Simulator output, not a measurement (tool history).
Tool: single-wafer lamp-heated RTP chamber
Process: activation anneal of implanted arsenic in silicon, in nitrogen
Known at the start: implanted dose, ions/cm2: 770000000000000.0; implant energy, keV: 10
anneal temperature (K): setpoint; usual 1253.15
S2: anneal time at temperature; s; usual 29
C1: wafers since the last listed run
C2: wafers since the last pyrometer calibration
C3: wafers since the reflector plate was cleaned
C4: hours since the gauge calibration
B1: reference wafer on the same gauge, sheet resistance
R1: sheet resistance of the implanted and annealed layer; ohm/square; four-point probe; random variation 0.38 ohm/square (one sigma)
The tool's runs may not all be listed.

{"run": 1, "hour": 0.0, "anneal temperature (K)": 1253.15, "S2": 22, "C1": 0, "C2": 1392, "C3": 5668, "C4": 80.3, "B1": 198.02, "R1": 166.96}
{"run": 2, "hour": 16.1, "anneal temperature (K)": 1253.15, "S2": 22, "C1": 291, "C2": 1684, "C3": 5960, "C4": 96.4, "B1": 197.98, "R1": 167.37}
{"run": 3, "hour": 27.9, "anneal temperature (K)": 1253.15, "S2": 29, "C1": 213, "C2": 1897, "C3": 6173, "C4": 108.2, "B1": 198.05, "R1": 162.85}
{"run": 4, "hour": 39.7, "anneal temperature (K)": 1241.15, "S2": 18, "C1": 213, "C2": 2111, "C3": 6387, "C4": 120, "B1": 198.07, "R1": 175.99}
{"run": 5, "hour": 46.3, "anneal temperature (K)": 1253.15, "S2": 29, "C1": 119, "C2": 2231, "C3": 6506, "C4": 126.6, "B1": 197.88, "R1": 161.88}
{"run": 6, "hour": 56.5, "anneal temperature (K)": 1253.15, "S2": 29, "C1": 184, "C2": 2415, "C3": 6691, "C4": 136.8, "B1": 198.13, "R1": 161.08}
{"run": 7, "hour": 62.6, "anneal temperature (K)": 1253.15, "S2": 29, "C1": 110, "C2": 2526, "C3": 6802, "C4": 142.9, "B1": 197.95, "R1": 161.11}
{"run": 8, "hour": 78.0, "anneal temperature (K)": 1253.15, "S2": 29, "C1": 278, "C2": 2805, "C3": 7080, "C4": 158.3, "B1": 197.97, "R1": 160.67}
{"run": 9, "hour": 92.4, "anneal temperature (K)": 1253.15, "S2": 29, "C1": 260, "C2": 3065, "C3": 7341, "C4": 172.7, "B1": 197.92, "R1": 160.35}
{"hour": 103.9, "done": "pyrometer window cleaned and pyrometer calibrated"}
{"run": 10, "hour": 105.6, "anneal temperature (K)": 1282.15, "S2": 18, "C1": 94, "C2": 31, "C3": 7435, "C4": 185.9, "B1": 198.17, "R1": 156}
{"run": 11, "hour": 118.7, "anneal temperature (K)": 1253.15, "S2": 29, "C1": 237, "C2": 268, "C3": 7672, "C4": 199, "B1": 197.92, "R1": 161.42}
{"hour": 128.1, "done": "reflector plate cleaned"}
{"run": 12, "hour": 134.1, "anneal temperature (K)": 1263.15, "S2": 13, "C1": 133, "C2": 402, "C3": 108, "C4": 214.4, "B1": 197.89, "R1": 174.17}
{"hour": 140.2, "done": "gauge calibrated"}
{"run": 13, "hour": 143.0, "anneal temperature (K)": 1245.15, "S2": 12, "C1": 161, "C2": 563, "C3": 269, "C4": 2.8, "B1": 198.04, "R1": 182.77}
{"run": 14, "hour": 160.7, "anneal temperature (K)": 1253.15, "S2": 29, "C1": 320, "C2": 883, "C3": 590, "C4": 20.5, "B1": 198.11, "R1": 164.82}
{"run": 15, "hour": 175.2, "anneal temperature (K)": 1230.15, "S2": 40, "C1": 262, "C2": 1146, "C3": 852, "C4": 35, "B1": 197.91, "R1": 170.65}
{"run": 16, "hour": 191.4, "anneal temperature (K)": 1265.15, "S2": 12, "C1": 293, "C2": 1439, "C3": 1146, "C4": 51.2, "B1": 198.08, "R1": 174.25}
{"run": 17, "hour": 208.3, "anneal temperature (K)": 1244.15, "S2": 36, "C1": 306, "C2": 1745, "C3": 1452, "C4": 68.1, "B1": 198.08, "R1": 165.61}
{"run": 18, "hour": 214.7, "anneal temperature (K)": 1235.15, "S2": 29, "C1": 115, "C2": 1861, "C3": 1567, "C4": 74.5, "B1": 198.06, "R1": 174.19}

What the log doesn't show, run by run:
gauge reads high (%): 0 in every run
H1: true wafer temperature minus pyrometer reading, K
H2: wafer temperature error from the tarnished reflector plate, K
run=1 H1=0.577 H2=6.62
run=2 H1=0.795 H2=6.91
run=3 H1=0.981 H2=7.12
run=4 H1=1.19 H2=7.33
run=5 H1=1.32 H2=7.45
run=6 H1=1.52 H2=7.63
run=7 H1=1.66 H2=7.74
run=8 H1=2.02 H2=8.01
run=9 H1=2.39 H2=8.27
run=10 H1=0.0957 H2=8.51
run=11 H1=0.113 H2=8.74
run=12 H1=0.168 H2=0.138
run=13 H1=0.218 H2=0.297
run=14 H1=0.353 H2=0.613
run=15 H1=0.501 H2=0.873
run=16 H1=0.706 H2=1.16
run=17 H1=0.965 H2=1.46
run=18 H1=1.08 H2=1.58
